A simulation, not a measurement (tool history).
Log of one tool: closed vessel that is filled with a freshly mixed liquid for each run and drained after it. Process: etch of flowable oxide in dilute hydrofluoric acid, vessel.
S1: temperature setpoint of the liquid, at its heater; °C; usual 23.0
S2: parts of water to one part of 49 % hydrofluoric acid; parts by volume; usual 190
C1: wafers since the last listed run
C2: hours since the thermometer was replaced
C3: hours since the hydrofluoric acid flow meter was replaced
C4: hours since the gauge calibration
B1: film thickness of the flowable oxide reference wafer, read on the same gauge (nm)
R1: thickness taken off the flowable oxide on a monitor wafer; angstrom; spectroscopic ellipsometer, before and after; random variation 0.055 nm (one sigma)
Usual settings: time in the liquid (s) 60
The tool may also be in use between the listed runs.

Run 1, day 0.000: usual settings but S2 245 parts by volume; C1 0; C2 2509.8; C3 511.8; C4 117.3; B1 79.97. Result: R1 97.2 angstrom.
Run 2, day 1.208: usual settings but S2 245 parts by volume; C1 2496; C2 2538.8; C3 540.8; C4 146.3; B1 80.02. Result: R1 96.5 angstrom.
Run 3, day 1.562: usual settings but S2 245 parts by volume; C1 731; C2 2547.3; C3 549.3; C4 154.8; B1 79.98. Result: R1 96.7 angstrom.
Run 4, day 1.879: usual settings; C1 654; C2 2554.9; C3 556.9; C4 162.4; B1 79.99. Result: R1 131.7 angstrom.
Run 5, day 2.467: usual settings; C1 1213; C2 2569.0; C3 571.0; C4 176.5; B1 80.03. Result: R1 131.8 angstrom.
Run 6, day 2.717: usual settings; C1 516; C2 2575.0; C3 577.0; C4 182.5; B1 80.01. Result: R1 132.1 angstrom.
Run 7, day 3.446: usual settings but S2 230 parts by volume; C1 1506; C2 2592.5; C3 594.5; C4 200.0; B1 80.02. Result: R1 104.0 angstrom.
Run 8, day 3.825: usual settings; C1 783; C2 2601.6; C3 603.6; C4 209.1; B1 79.96. Result: R1 131.5 angstrom.
Run 9, day 4.117: usual settings; C1 602; C2 2608.6; C3 610.6; C4 216.1; B1 79.99. Result: R1 131.8 angstrom.
Run 10, day 4.804: usual settings; C1 1420; C2 2625.1; C3 627.1; C4 232.6; B1 79.98. Result: R1 131.6 angstrom.
Run 11, day 5.183: usual settings; C1 783; C2 2634.2; C3 636.2; C4 241.7; B1 80.01. Result: R1 131.6 angstrom.
Run 12, day 5.850: usual settings but S2 120 parts by volume; C1 1377; C2 2650.2; C3 652.2; C4 257.7; B1 79.96. Result: R1 223.3 angstrom.
At day 5.946: hydrofluoric acid flow meter replaced.
At day 5.979: thermometer replaced.
Run 13, day 6.312: usual settings but S2 130 parts by volume; C1 805; C2 8.0; C3 8.8; C4 268.8; B1 79.95. Result: R1 218.3 angstrom.
At day 6.692: gauge calibrated.
Run 14, day 6.917: usual settings but S1 25.5 °C, time in the liquid (s) 40; C1 1248; C2 22.5; C3 23.3; C4 5.4; B1 79.97. Result: R1 102.2 angstrom.
Run 15, day 7.212: usual settings but S1 24.5 °C, time in the liquid (s) 30; C1 611; C2 29.6; C3 30.4; C4 12.5; B1 80.00. Result: R1 73.6 angstrom.
Run 16, day 7.804: usual settings but time in the liquid (s) 85; C1 1222; C2 43.8; C3 44.6; C4 26.7; B1 80.02. Result: R1 197.0 angstrom.
Run 17, day 8.546: usual settings but time in the liquid (s) 80; C1 1532; C2 61.6; C3 62.4; C4 44.5; B1 80.00. Result: R1 186.0 angstrom.
Run 18, day 9.208: usual settings but S1 20.5 °C, S2 110 parts by volume, time in the liquid (s) 30; C1 1368; C2 77.5; C3 78.3; C4 60.4; B1 80.00. Result: R1 118.5 angstrom.
Run 19, day 9.883: usual settings but S1 20.0 °C, S2 155 parts by volume, time in the liquid (s) 90; C1 1394; C2 93.7; C3 94.5; C4 76.6; B1 79.99. Result: R1 236.7 angstrom.
Run 20, day 10.504: usual settings but S1 18.5 °C, S2 270 parts by volume, time in the liquid (s) 45; C1 1282; C2 108.6; C3 109.4; C4 91.5; B1 80.00. Result: R1 57.5 angstrom.
Run 21, day 11.208: usual settings but S1 25.5 °C, S2 165 parts by volume, time in the liquid (s) 45; C1 1454; C2 125.5; C3 126.3; C4 108.4; B1 80.02. Result: R1 136.0 angstrom.
Run 22, day 11.812: usual settings but S1 24.5 °C, time in the liquid (s) 95; C1 1248; C2 140.0; C3 140.8; C4 122.9; B1 79.99. Result: R1 234.2 angstrom.
Run 23, day 12.367: usual settings but S1 27.5 °C, time in the liquid (s) 50; C1 1144; C2 153.3; C3 154.1; C4 136.2; B1 79.98. Result: R1 137.9 angstrom.
Run 24, day 13.117: usual settings; C1 1549; C2 171.3; C3 172.1; C4 154.2; B1 80.00. Result: R1 138.4 angstrom.
Run 25, day 13.471: usual settings but S1 19.5 °C, S2 250 parts by volume, time in the liquid (s) 30; C1 731; C2 179.8; C3 180.6; C4 162.7; B1 79.99. Result: R1 43.9 angstrom.
Run 26, day 13.804: usual settings but S1 20.5 °C, time in the liquid (s) 30; C1 688; C2 187.8; C3 188.6; C4 170.7; B1 80.01. Result: R1 63.7 angstrom.
Run 27, day 14.417: usual settings but S1 27.5 °C, S2 130 parts by volume, time in the liquid (s) 30; C1 1265; C2 202.5; C3 203.3; C4 185.4; B1 79.99. Result: R1 128.6 angstrom.
Run 28, day 14.671: usual settings; C1 525; C2 208.6; C3 209.4; C4 191.5; B1 80.01. Result: R1 139.0 angstrom.
Run 29, day 15.179: usual settings but S1 25.0 °C, S2 275 parts by volume, time in the liquid (s) 90; C1 1050; C2 220.8; C3 221.6; C4 203.7; B1 80.00. Result: R1 141.9 angstrom.
Run 30, day 15.583: usual settings; C1 835; C2 230.5; C3 231.3; C4 213.4; B1 80.02. Result: R1 140.1 angstrom.
Run 31, day 16.092: usual settings but S1 21.5 °C; C1 1050; C2 242.7; C3 243.5; C4 225.6; B1 79.99. Result: R1 132.6 angstrom.
Run 32, day 16.367: usual settings but S2 260 parts by volume, time in the liquid (s) 35; C1 568; C2 249.3; C3 250.1; C4 232.2; B1 79.98. Result: R1 55.4 angstrom.
Run 33, day 16.683: usual settings but S2 265 parts by volume, time in the liquid (s) 50; C1 654; C2 256.9; C3 257.7; C4 239.8; B1 80.05. Result: R1 76.9 angstrom.
Run 34, day 17.358: usual settings; C1 1394; C2 273.1; C3 273.9; C4 256.0; B1 79.96. Result: R1 140.0 angstrom.

The same runs without the tool's hidden state, with the same run-to-run variation:
The hidden state here: liquid colder than its thermometer reads (K); hydrofluoric acid flow above the setpoint (%); gauge reads high (%).
run     R1
  1  104.1
  2  103.4
  3  103.6
  4  141.6
  5  141.7
  6  142.0
  7  111.5
  8  141.4
  9  141.7
 10  141.5
 11  141.4
 12  241.5
 13  221.7
 14  103.7
 15   74.7
 16  199.9
 17  188.6
 18  120.4
 19  240.4
 20   58.3
 21  137.9
 22  237.4
 23  139.7
 24  140.3
 25   44.5
 26   64.6
 27  130.4
 28  140.9
 29  143.4
 30  142.0
 31  134.5
 32   56.0
 33   77.8
 34  141.9

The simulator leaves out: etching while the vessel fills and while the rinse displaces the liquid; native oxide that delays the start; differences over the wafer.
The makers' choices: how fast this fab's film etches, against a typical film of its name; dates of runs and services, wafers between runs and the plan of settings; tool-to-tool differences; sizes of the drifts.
